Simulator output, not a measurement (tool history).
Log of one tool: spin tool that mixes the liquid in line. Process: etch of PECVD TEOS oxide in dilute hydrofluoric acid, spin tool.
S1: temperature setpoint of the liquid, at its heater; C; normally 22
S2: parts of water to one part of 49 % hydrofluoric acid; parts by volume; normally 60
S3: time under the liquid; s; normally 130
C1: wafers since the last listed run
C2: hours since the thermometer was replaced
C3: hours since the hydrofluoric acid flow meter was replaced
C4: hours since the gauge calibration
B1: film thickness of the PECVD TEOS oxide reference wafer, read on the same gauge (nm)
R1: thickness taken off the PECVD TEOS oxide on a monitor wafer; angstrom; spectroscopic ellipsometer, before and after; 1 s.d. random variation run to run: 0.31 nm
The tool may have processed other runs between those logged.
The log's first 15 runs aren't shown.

run,hour,S1,S2,S3,C1,C2,C3,C4,B1,R1
16,870.8,22,60,130,554,945.8,911,1290.5,119.97,347.6
17,899.7,20,80,170,254,974.7,939.9,1319.4,120.02,308.1
# hour 918.1: thermometer replaced
18,958.7,22,60,130,511,40.6,998.9,1378.4,119.99,345.2
19,998,17,70,150,346,79.9,1038.2,1417.7,120,276.2
20,1044.6,18.5,50,85,410,126.5,1084.8,1464.3,119.98,240
21,1114.3,24.5,60,130,614,196.2,1154.5,1534,120,380
22,1150.8,23.5,30,50,321,232.7,1191,1570.5,119.99,300.7
23,1193.4,22,60,130,375,275.3,1233.6,1613.1,120.01,350.4
# hour 1201.8: gauge calibrated
24,1222.5,22,60,130,256,304.4,1262.7,20.7,120.01,350.7
25,1264.8,17,45,130,373,346.7,1305,63,119.98,385.7
# hour 1287.4: hydrofluoric acid flow meter replaced
26,1367.8,22,75,85,899,449.7,80.4,166,119.99,174.2
27,1391.9,19.5,30,160,212,473.8,104.5,190.1,120,774.4
28,1461.6,24.5,60,130,614,543.5,174.2,259.8,120.03,377.6
29,1520,22,50,60,515,601.9,232.6,318.2,119.97,188.1
30,1569.5,22,30,130,436,651.4,282.1,367.7,120,701.8
31,1599.4,22,60,130,263,681.3,312,397.6,119.98,344.4
32,1630.4,26,40,175,273,712.3,343,428.6,120.01,822.6

Consider 5 possible next runs. They are alternatives, not a sequence: every one starts from the tool as it was left by run 32. What does each give?
A,1630.9,22,60,130,4,712.8,343.5,429.1,?,?
B,1630.9,19.5,60,80,4,712.8,343.5,429.1,?,?
C,1630.9,26.5,45,150,4,712.8,343.5,429.1,?,?
D,1630.9,18.5,85,130,4,712.8,343.5,429.1,?,?
E,1630.9,26.5,50,80,4,712.8,343.5,429.1,?,?

run,B1,R1
A,119.98,343.5
B,119.98,190.3
C,119.98,648.1
D,119.98,203.5
E,119.98,309
The same runs, with their run-to-run variation unchanged, on a tool lacking any hidden condition would have given:
run,R1
A,336.5
B,186.5
C,635.1
D,199.3
E,302.7
